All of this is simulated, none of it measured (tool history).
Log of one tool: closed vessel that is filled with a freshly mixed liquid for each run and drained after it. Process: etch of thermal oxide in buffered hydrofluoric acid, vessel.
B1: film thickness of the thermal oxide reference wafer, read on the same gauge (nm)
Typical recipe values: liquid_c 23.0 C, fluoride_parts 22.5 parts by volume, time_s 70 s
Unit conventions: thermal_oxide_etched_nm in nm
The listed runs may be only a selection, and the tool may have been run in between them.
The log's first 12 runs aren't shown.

{"run": 13, "hour": 854.6, "liquid_c": 18.5, "fluoride_parts": 29.0, "time_s": 95, "B1": 129.98, "thermal_oxide_etched_nm": 29.58}
{"hour": 924.2, "done": "thermometer replaced"}
{"hour": 1095.9, "done": "gauge calibrated"}
{"run": 14, "hour": 1113.6, "liquid_c": 23.0, "fluoride_parts": 22.5, "time_s": 55, "B1": 130.0, "thermal_oxide_etched_nm": 26.12}
{"run": 15, "hour": 1213.3, "liquid_c": 19.5, "fluoride_parts": 17.5, "time_s": 70, "B1": 130.01, "thermal_oxide_etched_nm": 33.25}
{"run": 16, "hour": 1308.0, "liquid_c": 23.0, "fluoride_parts": 22.5, "time_s": 70, "B1": 130.02, "thermal_oxide_etched_nm": 32.94}
{"run": 17, "hour": 1363.3, "liquid_c": 25.0, "fluoride_parts": 16.0, "time_s": 40, "B1": 130.02, "thermal_oxide_etched_nm": 27.71}
{"run": 18, "hour": 1429.9, "liquid_c": 23.0, "fluoride_parts": 22.5, "time_s": 35, "B1": 129.99, "thermal_oxide_etched_nm": 16.41}
{"run": 19, "hour": 1473.2, "liquid_c": 26.5, "fluoride_parts": 26.5, "time_s": 105, "B1": 130.01, "thermal_oxide_etched_nm": 53.13}
{"hour": 1492.7, "done": "hydrofluoric acid flow meter replaced"}
{"run": 20, "hour": 1561.4, "liquid_c": 23.0, "fluoride_parts": 22.5, "time_s": 100, "B1": 129.99, "thermal_oxide_etched_nm": 48.62}
{"run": 21, "hour": 1616.0, "liquid_c": 23.0, "fluoride_parts": 14.0, "time_s": 40, "B1": 129.97, "thermal_oxide_etched_nm": 29.85}
{"run": 22, "hour": 1653.3, "liquid_c": 24.5, "fluoride_parts": 22.5, "time_s": 70, "B1": 130.01, "thermal_oxide_etched_nm": 36.71}
{"run": 23, "hour": 1706.4, "liquid_c": 27.5, "fluoride_parts": 14.0, "time_s": 70, "B1": 130.01, "thermal_oxide_etched_nm": 66.28}
{"run": 24, "hour": 1754.2, "liquid_c": 19.5, "fluoride_parts": 17.5, "time_s": 70, "B1": 129.99, "thermal_oxide_etched_nm": 34.24}
{"run": 25, "hour": 1791.2, "liquid_c": 26.5, "fluoride_parts": 25.0, "time_s": 30, "B1": 129.99, "thermal_oxide_etched_nm": 16.26}
{"run": 26, "hour": 1864.8, "liquid_c": 23.0, "fluoride_parts": 27.5, "time_s": 70, "B1": 130.01, "thermal_oxide_etched_nm": 29.14}
{"hour": 1885.5, "done": "thermometer replaced"}
{"run": 27, "hour": 1951.7, "liquid_c": 28.0, "fluoride_parts": 27.0, "time_s": 40, "B1": 129.99, "thermal_oxide_etched_nm": 22.03}
{"run": 28, "hour": 2054.0, "liquid_c": 23.0, "fluoride_parts": 22.5, "time_s": 70, "B1": 130.01, "thermal_oxide_etched_nm": 33.52}
{"run": 29, "hour": 2131.7, "liquid_c": 23.0, "fluoride_parts": 22.5, "time_s": 70, "B1": 129.99, "thermal_oxide_etched_nm": 33.29}
{"run": 30, "hour": 2231.5, "liquid_c": 23.0, "fluoride_parts": 22.5, "time_s": 70, "B1": 130.01, "thermal_oxide_etched_nm": 33.21}
{"run": 31, "hour": 2336.0, "liquid_c": 23.0, "fluoride_parts": 18.5, "time_s": 100, "B1": 129.99, "thermal_oxide_etched_nm": 54.21}
{"run": 32, "hour": 2411.2, "liquid_c": 23.0, "fluoride_parts": 22.5, "time_s": 70, "B1": 130.0, "thermal_oxide_etched_nm": 32.71}
{"run": 33, "hour": 2480.5, "liquid_c": 23.0, "fluoride_parts": 22.5, "time_s": 40, "B1": 129.96, "thermal_oxide_etched_nm": 18.63}

4 options for the next run, each taken on its own from the tool as it stands now. Forecast them:
{"run": "A", "hour": 2481.2, "liquid_c": 23.0, "fluoride_parts": 22.5, "time_s": 70, "B1": "?", "thermal_oxide_etched_nm": "?"}
{"run": "B", "hour": 2481.2, "liquid_c": 20.5, "fluoride_parts": 17.5, "time_s": 45, "B1": "?", "thermal_oxide_etched_nm": "?"}
{"run": "C", "hour": 2481.2, "liquid_c": 19.5, "fluoride_parts": 22.5, "time_s": 70, "B1": "?", "thermal_oxide_etched_nm": "?"}
{"run": "D", "hour": 2481.2, "liquid_c": 23.0, "fluoride_parts": 25.5, "time_s": 100, "B1": "?", "thermal_oxide_etched_nm": "?"}

run=A B1=129.99 thermal_oxide_etched_nm=33.01
run=B B1=129.99 thermal_oxide_etched_nm=22.45
run=C B1=129.99 thermal_oxide_etched_nm=27.16
run=D B1=129.99 thermal_oxide_etched_nm=43.27
Had the tool no hidden state, the same runs would have come out as:
run=A thermal_oxide_etched_nm=34.42
run=B thermal_oxide_etched_nm=23.83
run=C thermal_oxide_etched_nm=28.32
run=D thermal_oxide_etched_nm=45.11
